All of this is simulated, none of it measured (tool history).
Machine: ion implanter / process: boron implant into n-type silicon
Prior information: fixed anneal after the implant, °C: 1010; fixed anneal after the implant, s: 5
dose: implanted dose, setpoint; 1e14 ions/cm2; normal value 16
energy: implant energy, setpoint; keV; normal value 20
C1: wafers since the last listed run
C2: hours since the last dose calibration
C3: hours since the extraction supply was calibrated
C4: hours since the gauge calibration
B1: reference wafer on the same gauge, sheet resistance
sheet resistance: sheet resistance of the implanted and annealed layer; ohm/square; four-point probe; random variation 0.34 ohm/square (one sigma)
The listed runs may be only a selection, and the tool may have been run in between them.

run 1 hour=0 | dose=18.27 energy=20 | C1=0 C2=1593.9 C3=1101.6 C4=208.1 | B1=66.18 | sheet_resistance=76.7
run 2 hour=65.6 | dose=18.27 energy=20 | C1=750 C2=1659.5 C3=1167.2 C4=273.7 | B1=65.98 | sheet_resistance=76.83
run 3 hour=156.3 | dose=16 energy=20 | C1=1037 C2=1750.2 C3=1257.9 C4=364.4 | B1=65.68 | sheet_resistance=81.54
run 4 hour=198.6 | dose=16 energy=20 | C1=483 C2=1792.5 C3=1300.2 C4=406.7 | B1=65.59 | sheet_resistance=82.02
run 5 hour=305.2 | dose=16 energy=20 | C1=1219 C2=1899.1 C3=1406.8 C4=513.3 | B1=65.44 | sheet_resistance=81.22
run 6 hour=377.5 | dose=16 energy=20 | C1=827 C2=1971.4 C3=1479.1 C4=585.6 | B1=65.36 | sheet_resistance=81.62
run 7 hour=419.8 | dose=16 energy=20 | C1=483 C2=2013.7 C3=1521.4 C4=627.9 | B1=65.17 | sheet_resistance=81.8
run 8 hour=470.2 | dose=13.1 energy=22 | C1=576 C2=2064.1 C3=1571.8 C4=678.3 | B1=65.19 | sheet_resistance=90.68
run 9 hour=529.8 | dose=13.1 energy=22 | C1=681 C2=2123.7 C3=1631.4 C4=737.9 | B1=65.12 | sheet_resistance=90.17
run 10 hour=593.1 | dose=13.1 energy=22 | C1=724 C2=2187 C3=1694.7 C4=801.2 | B1=65.14 | sheet_resistance=90.45
-- hour=647 gauge calibrated
run 11 hour=651.9 | dose=16 energy=20 | C1=672 C2=2245.8 C3=1753.5 C4=4.9 | B1=67.08 | sheet_resistance=83.76
run 12 hour=707 | dose=20.19 energy=17.5 | C1=630 C2=2300.9 C3=1808.6 C4=60 | B1=66.68 | sheet_resistance=77.14
run 13 hour=802.9 | dose=16 energy=20 | C1=1097 C2=2396.8 C3=1904.5 C4=155.9 | B1=66.03 | sheet_resistance=82.33
-- hour=855 Faraday cup replaced and dose calibrated
run 14 hour=860.8 | dose=20.67 energy=26.5 | C1=570 C2=5.8 C3=1962.4 C4=213.8 | B1=65.85 | sheet_resistance=67.4
run 15 hour=911.9 | dose=17.45 energy=20 | C1=584 C2=56.9 C3=2013.5 C4=264.9 | B1=65.68 | sheet_resistance=78.44
run 16 hour=971.1 | dose=13.97 energy=23.5 | C1=677 C2=116.1 C3=2072.7 C4=324.1 | B1=65.44 | sheet_resistance=86.15
run 17 hour=1246 | dose=16 energy=20 | C1=3144 C2=391 C3=2347.6 C4=599 | B1=64.95 | sheet_resistance=80.51
-- hour=1293.8 extraction supply calibrated
run 18 hour=1353.4 | dose=14.01 energy=20 | C1=1137 C2=498.4 C3=59.6 C4=706.4 | B1=64.81 | sheet_resistance=86.97
run 19 hour=1411.1 | dose=13.97 energy=22 | C1=660 C2=556.1 C3=117.3 C4=764.1 | B1=64.72 | sheet_resistance=85.89
run 20 hour=1456.7 | dose=14.7 energy=26 | C1=521 C2=601.7 C3=162.9 C4=809.7 | B1=64.68 | sheet_resistance=81.36
run 21 hour=1519.8 | dose=18.79 energy=26.5 | C1=721 C2=664.8 C3=226 C4=872.8 | B1=64.66 | sheet_resistance=69.38
-- hour=1537.2 gauge calibrated
run 22 hour=1605.4 | dose=18.79 energy=26.5 | C1=979 C2=750.4 C3=311.6 C4=68.2 | B1=66.36 | sheet_resistance=71.29
run 23 hour=1649.4 | dose=16 energy=20 | C1=503 C2=794.4 C3=355.6 C4=112.2 | B1=66.13 | sheet_resistance=81.68

Predict each of these 3 candidate next runs independently; none follows another, all start after run 23:
run A hour=1649.8 | dose=16 energy=20 | C1=4 C2=794.8 C3=356 C4=112.6 | B1=? | sheet_resistance=?
run B hour=1649.8 | dose=12.32 energy=26 | C1=4 C2=794.8 C3=356 C4=112.6 | B1=? | sheet_resistance=?
run C hour=1649.8 | dose=18.2 energy=20 | C1=4 C2=794.8 C3=356 C4=112.6 | B1=? | sheet_resistance=?

run=A B1=66.09 sheet_resistance=82.5
run=B B1=66.09 sheet_resistance=94.39
run=C B1=66.09 sheet_resistance=77.06
Take away the tool's hidden state, keep each run's random variation, and the runs would have read:
run=A sheet_resistance=83.78
run=B sheet_resistance=95.84
run=C sheet_resistance=78.25
